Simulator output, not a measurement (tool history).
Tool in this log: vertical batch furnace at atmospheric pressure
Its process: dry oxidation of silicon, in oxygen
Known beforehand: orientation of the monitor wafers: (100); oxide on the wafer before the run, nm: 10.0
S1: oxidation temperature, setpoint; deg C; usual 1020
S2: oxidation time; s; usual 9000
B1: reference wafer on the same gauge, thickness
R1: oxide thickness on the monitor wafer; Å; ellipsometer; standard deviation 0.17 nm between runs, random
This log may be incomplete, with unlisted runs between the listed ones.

run     day    S1     S2     B1      R1
  1       0  1020   9000  95.99  1162.9
  2   1.104  1034   7770  96.04  1188.8
  3   4.912  1034   7770  95.98    1192
  4   5.617  1034   7770  96.01    1193
  5   6.133  1001   9000  96.05   992.3
      6.458  -- gauge calibrated
  6   7.754  1001   9000  96.05   992.7
      8.958  -- thermocouples replaced and temperature profile calibrated
      9.304  -- boat lift adjusted
  7   9.325  1005   9000  96.04   977.7
  8   9.646  1034   7770  95.99  1136.7
  9  10.967  1020   9000  95.99  1112.5
 10  12.329  1020   9000  95.99  1113.6
 11  13.612  1001  11430  95.96  1106.2
 12  14.592  1038   7680  96.05  1170.4
 13  15.242  1036  10980  96.02  1446.3
 14  16.692  1031   4800  96.01   813.8
     16.929  -- gauge calibrated
 15  17.896  1044   6900  96.01  1143.4

Below, some changes in R1 between adjacent runs. For each, the amount present without the hidden state too (settings, incoming material, random variation) and the amount remaining for the hidden state with gauge scatter not shared by both compared results:
What the log doesn't record here: true tube temperature minus thermocouple reading, K; monitor wafer colder than the profiled boat position, K; gauge reads high (%).
Run 6 -> 7: S1 1001 -> 1005, thermocouples replaced and temperature profile calibrated, boat lift adjusted. R1 -15 Å: hidden state -51.3, all else +36.3.
Run 13 -> 14: S1 1036 -> 1031, S2 10980 -> 4800. R1 -632.5 Å: hidden state -2, all else -630.5.
